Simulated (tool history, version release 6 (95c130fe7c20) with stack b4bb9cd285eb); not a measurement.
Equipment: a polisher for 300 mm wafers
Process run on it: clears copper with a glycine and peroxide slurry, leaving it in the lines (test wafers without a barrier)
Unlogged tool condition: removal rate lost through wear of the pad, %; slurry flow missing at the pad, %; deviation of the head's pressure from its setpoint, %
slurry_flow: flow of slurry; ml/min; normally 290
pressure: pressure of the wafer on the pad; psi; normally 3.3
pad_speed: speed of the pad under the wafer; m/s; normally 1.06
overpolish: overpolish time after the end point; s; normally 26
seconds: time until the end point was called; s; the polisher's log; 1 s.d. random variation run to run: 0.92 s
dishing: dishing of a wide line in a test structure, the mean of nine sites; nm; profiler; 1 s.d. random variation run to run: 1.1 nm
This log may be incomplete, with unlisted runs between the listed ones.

run	hour	slurry_flow	pressure	pad_speed	overpolish	wafers since the last listed run	wafers polished on this pad	hours since the slurry nozzle was cleaned	hours since the head pressure was calibrated	incoming thickness of the incoming film, nm	seconds	dishing
1	0	290	3.3	1.06	26	0	61	250.3	576.9	621.4	80.6	100.1
2	8.5	290	3.3	1.06	26	46	107	258.8	585.4	615.2	78.1	98.7
3	16	290	3.3	1.06	26	40	148	266.3	592.9	622.2	82	97.1
4	29.7	290	3.3	1.06	26	74	223	280	606.6	611	80.2	97.6
5	38.9	290	3.3	1.06	32	50	273	289.2	615.8	616.5	80.6	109.1
6	54.1	290	3.3	1.06	32	83	356	304.4	631	631.4	82.9	109.3
7	66.1	290	3.3	1.06	26	65	422	316.4	643	621.3	81.3	97.7
8	78.6	290	3.3	1.06	26	68	490	328.9	655.5	623.6	84.2	95.1
9	90.2	290	3.3	1.06	26	63	554	340.5	667.1	625.2	84.4	98.3
10	101.2	290	3.3	1.06	26	60	614	351.5	678.1	624.6	84.2	94.8
11	120.4	290	3.3	1.06	26	104	719	370.7	697.3	619.7	84.5	95.6
12	138	290	3.3	1.06	37	96	815	388.3	714.9	622.4	86.8	113.2
13	152.8	290	3.3	1.06	37	80	896	403.1	729.7	622.1	87.9	114.4
14	165.5	290	3.3	1.06	26	69	965	415.8	742.4	616.5	86.1	92.8
15	180.6	290	3.3	0.78	26	82	1048	430.9	757.5	612.8	106.5	83.9
# hour 188.2: head pressure recalibrated
# hour 193.2: worn pad replaced by a new one
16	194.3	210	3.3	1.42	26	42	5	444.6	6.1	617.2	64.8	109.4
# hour 199: slurry nozzle cleaned
17	202.4	290	2.7	1.32	26	38	44	3.4	14.2	610.1	75.9	96.1
18	216.8	290	3	1.36	26	78	123	17.8	28.6	627.9	72.9	101.6
19	227	290	3.3	1.06	26	55	179	28	38.8	632.5	81.3	98.2
20	234.1	290	3.3	1.06	26	38	217	35.1	45.9	614.2	80.4	97.9
21	240.4	235	3.3	1.16	26	34	252	41.4	52.2	617.3	77.9	100.8
22	248.4	345	3.3	0.86	21	43	296	49.4	60.2	617.7	91.2	80.5
23	260.8	290	4	1.06	11	67	363	61.8	72.6	621.8	75.2	58.7
24	274.8	290	4.4	1.06	26	76	440	75.8	86.6	618.2	71.1	107.7
25	291.1	290	3.3	1.06	26	89	529	92.1	102.9	616.1	83.9	97
26	314	290	4.3	1.06	32	125	654	115	125.8	614.5	70.1	118.4
27	327.1	385	3.3	1.06	26	71	726	128.1	138.9	620.6	84.9	96.2
28	333.8	290	3.3	1.06	26	36	762	134.8	145.6	622.6	85.5	94.9
29	346.9	375	2.2	1.06	26	71	834	147.9	158.7	619.7	107	82.4
30	353.4	235	4	1.06	39	35	869	154.4	165.2	618.9	78.2	124.7

Consider 5 possible next runs. They are alternatives, not a sequence: every one starts from the tool as it was left by run 30. What does each give?
A	353.9	290	3.3	1.06	26	2	872	154.9	165.7	610.8	?	?
B	353.9	230	2.7	1.24	17	2	872	154.9	165.7	610.8	?	?
C	353.9	365	4.2	1.24	41	2	872	154.9	165.7	610.8	?	?
D	353.9	290	2.6	0.96	26	2	872	154.9	165.7	610.8	?	?
E	353.9	290	3.3	1.06	21	2	872	154.9	165.7	610.8	?	?

run	seconds	dishing
A	86.8	96
B	88.9	70.6
C	66.2	135
D	105.3	84.5
E	86.8	84
What these runs would have given with no unlogged condition in the tool:
run	seconds	dishing
A	78.7	101.5
B	80.7	75.5
C	60.1	138.9
D	95.6	89.9
E	78.7	89.4
